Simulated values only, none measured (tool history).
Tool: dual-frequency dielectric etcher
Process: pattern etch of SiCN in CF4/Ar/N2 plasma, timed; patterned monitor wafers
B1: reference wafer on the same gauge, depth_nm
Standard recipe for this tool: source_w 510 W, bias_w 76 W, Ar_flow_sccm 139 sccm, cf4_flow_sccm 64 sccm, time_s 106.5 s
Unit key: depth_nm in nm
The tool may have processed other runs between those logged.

{"run": 1, "hour": 0.0, "source_w": 510, "bias_w": 62, "Ar_flow_sccm": 121, "cf4_flow_sccm": 51, "time_s": 132.0, "B1": 104.3, "depth_nm": 105.5}
{"hour": 65.3, "done": "wet clean of the chamber"}
{"run": 2, "hour": 88.5, "source_w": 510, "bias_w": 76, "Ar_flow_sccm": 106, "cf4_flow_sccm": 49, "time_s": 106.5, "B1": 104.4, "depth_nm": 92.3}
{"run": 3, "hour": 160.1, "source_w": 570, "bias_w": 76, "Ar_flow_sccm": 139, "cf4_flow_sccm": 64, "time_s": 106.5, "B1": 104.6, "depth_nm": 107.2}
{"run": 4, "hour": 209.6, "source_w": 510, "bias_w": 66, "Ar_flow_sccm": 150, "cf4_flow_sccm": 56, "time_s": 138.0, "B1": 104.4, "depth_nm": 113.5}
{"run": 5, "hour": 276.7, "source_w": 510, "bias_w": 76, "Ar_flow_sccm": 156, "cf4_flow_sccm": 73, "time_s": 106.5, "B1": 104.6, "depth_nm": 96.3}
{"run": 6, "hour": 331.3, "source_w": 510, "bias_w": 76, "Ar_flow_sccm": 139, "cf4_flow_sccm": 64, "time_s": 106.5, "B1": 104.5, "depth_nm": 94.6}
{"hour": 368.1, "done": "bias power generator calibrated"}
{"run": 7, "hour": 546.6, "source_w": 600, "bias_w": 66, "Ar_flow_sccm": 139, "cf4_flow_sccm": 59, "time_s": 106.5, "B1": 104.5, "depth_nm": 104.0}
{"hour": 574.6, "done": "upper electrode replaced"}
{"run": 8, "hour": 639.8, "source_w": 510, "bias_w": 76, "Ar_flow_sccm": 129, "cf4_flow_sccm": 64, "time_s": 106.5, "B1": 104.5, "depth_nm": 94.5}
{"run": 9, "hour": 708.9, "source_w": 440, "bias_w": 91, "Ar_flow_sccm": 139, "cf4_flow_sccm": 56, "time_s": 106.5, "B1": 104.4, "depth_nm": 82.1}
{"hour": 717.5, "done": "Ar flow controller replaced"}
{"run": 10, "hour": 806.4, "source_w": 470, "bias_w": 57, "Ar_flow_sccm": 139, "cf4_flow_sccm": 64, "time_s": 106.5, "B1": 104.5, "depth_nm": 77.8}
{"hour": 882.5, "done": "wet clean of the chamber"}
{"run": 11, "hour": 899.1, "source_w": 510, "bias_w": 76, "Ar_flow_sccm": 139, "cf4_flow_sccm": 64, "time_s": 106.5, "B1": 104.5, "depth_nm": 94.6}
{"run": 12, "hour": 973.6, "source_w": 550, "bias_w": 76, "Ar_flow_sccm": 172, "cf4_flow_sccm": 64, "time_s": 83.0, "B1": 104.5, "depth_nm": 77.7}
{"run": 13, "hour": 1026.9, "source_w": 450, "bias_w": 84, "Ar_flow_sccm": 170, "cf4_flow_sccm": 70, "time_s": 106.5, "B1": 104.5, "depth_nm": 85.0}
{"run": 14, "hour": 1087.3, "source_w": 510, "bias_w": 76, "Ar_flow_sccm": 139, "cf4_flow_sccm": 64, "time_s": 106.5, "B1": 104.6, "depth_nm": 93.8}
{"hour": 1151.7, "done": "source power generator calibrated"}
{"run": 15, "hour": 1192.8, "source_w": 480, "bias_w": 68, "Ar_flow_sccm": 139, "cf4_flow_sccm": 64, "time_s": 93.5, "B1": 104.5, "depth_nm": 77.2}
{"run": 16, "hour": 1259.0, "source_w": 510, "bias_w": 76, "Ar_flow_sccm": 171, "cf4_flow_sccm": 71, "time_s": 89.5, "B1": 104.7, "depth_nm": 80.5}
{"run": 17, "hour": 1299.9, "source_w": 510, "bias_w": 76, "Ar_flow_sccm": 139, "cf4_flow_sccm": 64, "time_s": 106.5, "B1": 104.6, "depth_nm": 96.1}
{"run": 18, "hour": 1391.7, "source_w": 510, "bias_w": 76, "Ar_flow_sccm": 139, "cf4_flow_sccm": 56, "time_s": 106.5, "B1": 104.3, "depth_nm": 92.2}
{"run": 19, "hour": 1429.9, "source_w": 510, "bias_w": 76, "Ar_flow_sccm": 139, "cf4_flow_sccm": 70, "time_s": 106.5, "B1": 104.5, "depth_nm": 97.5}
{"run": 20, "hour": 1474.0, "source_w": 610, "bias_w": 76, "Ar_flow_sccm": 164, "cf4_flow_sccm": 64, "time_s": 106.5, "B1": 104.5, "depth_nm": 112.1}

Results for each run, recomputed without the tool's hidden state and with each run's random variation untouched:
Hidden state at play: etch rate over this chamber's usual, %; source power that arrives over what is set, %; bias power that arrives over what is set, %; Ar flow that arrives over what is set, %; CF4 flow that arrives over what is set, %; gauge reads high (%).
run=1 depth_nm=108.9
run=2 depth_nm=94.3
run=3 depth_nm=109.8
run=4 depth_nm=116.6
run=5 depth_nm=99.3
run=6 depth_nm=97.8
run=7 depth_nm=108.5
run=8 depth_nm=98.9
run=9 depth_nm=86.1
run=10 depth_nm=81.8
run=11 depth_nm=98.1
run=12 depth_nm=80.8
run=13 depth_nm=88.5
run=14 depth_nm=97.8
run=15 depth_nm=77.8
run=16 depth_nm=81.6
run=17 depth_nm=97.7
run=18 depth_nm=94.4
run=19 depth_nm=100.1
run=20 depth_nm=115.4

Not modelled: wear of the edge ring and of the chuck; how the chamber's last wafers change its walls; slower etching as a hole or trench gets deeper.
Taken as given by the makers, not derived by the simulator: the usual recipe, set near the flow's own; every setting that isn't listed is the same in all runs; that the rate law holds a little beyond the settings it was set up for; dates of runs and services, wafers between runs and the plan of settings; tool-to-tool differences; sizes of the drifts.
